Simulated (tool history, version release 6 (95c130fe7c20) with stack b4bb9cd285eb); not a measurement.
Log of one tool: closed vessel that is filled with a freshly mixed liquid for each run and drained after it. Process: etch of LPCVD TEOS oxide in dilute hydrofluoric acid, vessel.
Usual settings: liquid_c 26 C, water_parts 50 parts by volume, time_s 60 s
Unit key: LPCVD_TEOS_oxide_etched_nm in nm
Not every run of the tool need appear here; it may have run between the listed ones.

| run | hour | liquid_c | water_parts | time_s | read-back film thickness of the LPCVD TEOS oxide reference wafer, read on the same gauge (nm) | LPCVD_TEOS_oxide_etched_nm |
|---|---|---|---|---|---|---|
| 1 | 0 | 26 | 50 | 60 | 149.99 | 80.82 |
| 2 | 90 | 26 | 50 | 60 | 149.95 | 80.75 |
| 3 | 130.7 | 26 | 50 | 60 | 149.96 | 79.62 |
| 4 | 177.1 | 26 | 40 | 60 | 150.02 | 101.82 |
| 5 | 249.5 | 26 | 40 | 60 | 149.98 | 100.85 |
| 6 | 304.3 | 26 | 50 | 60 | 149.98 | 79.74 |
|  | 328 | thermometer replaced |
| 7 | 401.9 | 26 | 50 | 60 | 149.99 | 82.63 |
| 8 | 456 | 26 | 50 | 60 | 149.96 | 82.29 |
| 9 | 562 | 26 | 50 | 60 | 150 | 82.45 |
| 10 | 647.2 | 26 | 50 | 60 | 150.01 | 82.44 |
| 11 | 750.5 | 26 | 50 | 60 | 150.02 | 81.71 |
| 12 | 810.9 | 26 | 50 | 60 | 150.04 | 82.08 |
| 13 | 882.2 | 27.5 | 65 | 70 | 150 | 76.22 |
| 14 | 923.1 | 26 | 50 | 50 | 150.04 | 67.86 |
| 15 | 1045.7 | 24 | 35 | 40 | 150.02 | 73.49 |
| 16 | 1140.3 | 26 | 50 | 60 | 150 | 82.19 |
| 17 | 1208.3 | 22.5 | 50 | 60 | 150 | 71.13 |
|  | 1225.7 | hydrofluoric acid flow meter replaced |
| 18 | 1286.1 | 23 | 65 | 85 | 149.98 | 77.76 |
| 19 | 1350.6 | 24 | 50 | 45 | 150.02 | 56.13 |
| 20 | 1414.7 | 26 | 50 | 60 | 150.02 | 81.3 |
| 21 | 1502.5 | 28.5 | 30 | 50 | 150.01 | 129.08 |
| 22 | 1604.3 | 26 | 50 | 60 | 150.04 | 82.04 |
| 23 | 1642.6 | 26 | 50 | 60 | 149.99 | 79.95 |
| 24 | 1717.1 | 30 | 50 | 60 | 150 | 95.25 |
|  | 1755 | gauge calibrated |
| 25 | 1797.4 | 27.5 | 65 | 45 | 149.96 | 47.92 |
| 26 | 1840.8 | 26 | 50 | 60 | 149.99 | 81.6 |
| 27 | 1918.8 | 29.5 | 35 | 60 | 149.97 | 135.64 |
| 28 | 1991.1 | 27.5 | 60 | 60 | 150 | 70.88 |
| 29 | 2034.5 | 22 | 50 | 60 | 150 | 68.43 |
| 30 | 2127.6 | 31 | 50 | 35 | 149.97 | 57.27 |
| 31 | 2181.2 | 26 | 50 | 60 | 150.03 | 79.9 |
| 32 | 2225.4 | 22.5 | 55 | 85 | 149.98 | 88.95 |
| 33 | 2298.1 | 26 | 50 | 60 | 150 | 81.3 |
| 34 | 2403 | 26 | 35 | 60 | 150.04 | 117.24 |

Consider 3 possible next runs. They are alternatives, not a sequence: every one starts from the tool as it was left by run 34. What does each give?
| A | 2403.7 | 21.5 | 50 | 60 | ? | ? |
| B | 2403.7 | 24.5 | 25 | 30 | ? | ? |
| C | 2403.7 | 22.5 | 35 | 30 | ? | ? |

| run | read-back film thickness of the LPCVD TEOS oxide reference wafer, read on the same gauge (nm) | LPCVD_TEOS_oxide_etched_nm |
|---|---|---|
| A | 149.99 | 66.41 |
| B | 149.99 | 77.81 |
| C | 149.99 | 50.42 |
Take away the tool's hidden state, keep each run's random variation, and the runs would have read:
| run | LPCVD_TEOS_oxide_etched_nm |
|---|---|
| A | 68.6 |
| B | 80.37 |
| C | 52.09 |
